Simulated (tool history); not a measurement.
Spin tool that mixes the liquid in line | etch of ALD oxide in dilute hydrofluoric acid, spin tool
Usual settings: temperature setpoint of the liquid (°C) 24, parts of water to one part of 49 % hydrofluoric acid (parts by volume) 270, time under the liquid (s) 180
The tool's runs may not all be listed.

run	day	temperature setpoint of the liquid (°C)	parts of water to one part of 49 % hydrofluoric acid (parts by volume)	time under the liquid (s)	wafers since the last listed run	hours since the thermometer was replaced	hours since the hydrofluoric acid flow meter was replaced	hours since the gauge calibration	read-back film thickness of the ALD oxide reference wafer, read on the same gauge (nm)	thickness taken off the ALD oxide on a monitor wafer (nm)
1	0	24	240	180	0	257.9	1355.8	56.3	49.97	6.67
2	0.475	24	240	180	46	269.3	1367.2	67.7	50.01	6.71
3	0.812	24	270	180	33	277.4	1375.3	75.8	50.03	5.72
4	1.525	24	270	180	70	294.5	1392.4	92.9	50	5.68
5	1.846	24	270	180	31	302.2	1400.1	100.6	50.04	5.76
6	2.267	26.5	270	180	41	312.3	1410.2	110.7	49.96	6.18
7	2.858	26.5	270	180	58	326.5	1424.4	124.9	50.02	6.15
8	3.812	26.5	270	180	94	349.4	1447.3	147.8	50	6.21
9	4.388	22	180	180	56	363.2	1461.1	161.6	49.97	8.79
10	5.125	24	215	180	72	380.9	1478.8	179.3	50.02	7.65
11	5.45	24	270	230	32	388.7	1486.6	187.1	49.97	7.17
12	5.979	20	145	180	52	401.4	1499.3	199.8	50.01	10.4
13	6.262	24	270	180	27	408.2	1506.1	206.6	50.02	5.63
14	6.538	24	270	180	27	414.8	1512.7	213.2	49.97	5.63
15	7.054	20	305	140	51	427.2	1525.1	225.6	49.99	3.21
# day 7.142: gauge calibrated
# day 7.675: thermometer replaced
16	7.758	24	270	180	65	2	1542	14.8	50.01	5.58
# day 7.838: hydrofluoric acid flow meter replaced
17	8.475	22.5	370	80	66	19.2	15.3	32	50.02	1.85
18	8.967	24	205	105	48	31	27.1	43.8	50.01	5.52
19	9.329	24	270	180	35	39.7	35.8	52.5	49.97	6.55
20	9.883	20	170	180	54	53	49.1	65.8	50.02	10.01
21	10.208	19	190	180	32	60.8	56.9	73.6	50.02	8.46
22	10.508	22	340	260	29	68	64.1	80.8	50	6.62
23	12.692	22.5	225	265	215	120.4	116.5	133.2	50	11.48

Forecast each of these 5 alternatives for the next run:
A	12.712	24	330	180	2	120.9	117	133.7	?	?
B	12.712	25.5	400	180	2	120.9	117	133.7	?	?
C	12.712	28.5	230	90	2	120.9	117	133.7	?	?
D	12.712	24	380	180	2	120.9	117	133.7	?	?
E	12.712	21	270	135	2	120.9	117	133.7	?	?

run	read-back film thickness of the ALD oxide reference wafer, read on the same gauge (nm)	thickness taken off the ALD oxide on a monitor wafer (nm)
A	50.02	5.08
B	50.02	4.12
C	50.02	4.73
D	50.02	4.21
E	50.02	4.44
Without the tool's hidden state the same runs would have given:
run	thickness taken off the ALD oxide on a monitor wafer (nm)
A	5.37
B	4.36
C	4.98
D	4.45
E	4.68
